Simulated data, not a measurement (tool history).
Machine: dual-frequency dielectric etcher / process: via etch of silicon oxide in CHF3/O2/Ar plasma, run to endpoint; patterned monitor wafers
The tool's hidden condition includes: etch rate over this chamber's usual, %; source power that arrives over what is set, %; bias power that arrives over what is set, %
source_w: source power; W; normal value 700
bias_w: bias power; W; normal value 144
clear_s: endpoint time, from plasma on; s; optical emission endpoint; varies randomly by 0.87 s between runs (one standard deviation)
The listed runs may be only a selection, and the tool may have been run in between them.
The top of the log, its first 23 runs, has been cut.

run   hour  source_w  bias_w  wafers since the last listed run  hours since the last wet clean  hours since the last source power generator calibration  hours since the last bias power generator calibration  hours since the last upper electrode change  incoming incoming film thickness, nm  clear_s
 24  299.5       700     144                                48                           341.0                                                     62.8                                                  172.9                                         74.4                                 502.0    296.4
     333.6  -- wet clean of the chamber
 25  334.1       650     173                                34                             0.5                                                     97.4                                                  207.5                                        109.0                                 497.7    269.7
 26  334.5       800     144                                 1                             0.9                                                     97.8                                                  207.9                                        109.4                                 494.4    269.7
 27  342.4       770     119                                25                             8.8                                                    105.7                                                  215.8                                        117.3                                 499.2    306.6
 28  353.5       830     144                                35                            19.9                                                    116.8                                                  226.9                                        128.4                                 504.7    272.5
 29  367.9       800     155                                46                            34.3                                                    131.2                                                  241.3                                        142.8                                 498.0    262.9
 30  377.5       700     144                                31                            43.9                                                    140.8                                                  250.9                                        152.4                                 502.2    291.0
 31  395.0       560     124                                56                            61.4                                                    158.3                                                  268.4                                        169.9                                 505.3    349.2
 32  401.2       750     144                                20                            67.6                                                    164.5                                                  274.6                                        176.1                                 498.8    281.5
 33  412.6       580     131                                36                            79.0                                                    175.9                                                  286.0                                        187.5                                 503.9    332.5
 34  428.9       840     130                                52                            95.3                                                    192.2                                                  302.3                                        203.8                                 499.0    283.9
 35  453.1       520     128                                78                           119.5                                                    216.4                                                  326.5                                        228.0                                 495.9    347.4
 36  462.9       700     144                                31                           129.3                                                    226.2                                                  336.3                                        237.8                                 500.4    294.3

Branching from run 36: 3 alternative next runs. What would each branch give?
  A  463.4       700     173                                 1                           129.8                                                    226.7                                                  336.8                                        238.3                                 502.3        ?
  B  463.4       790     127                                 1                           129.8                                                    226.7                                                  336.8                                        238.3                                 502.3        ?
  C  463.4       870     177                                 1                           129.8                                                    226.7                                                  336.8                                        238.3                                 502.3        ?

run  clear_s
  A    267.3
  B    297.1
  C    242.3
Without the tool's unlogged condition, the same runs would have read:
run  clear_s
  A    263.3
  B    292.6
  C    238.6
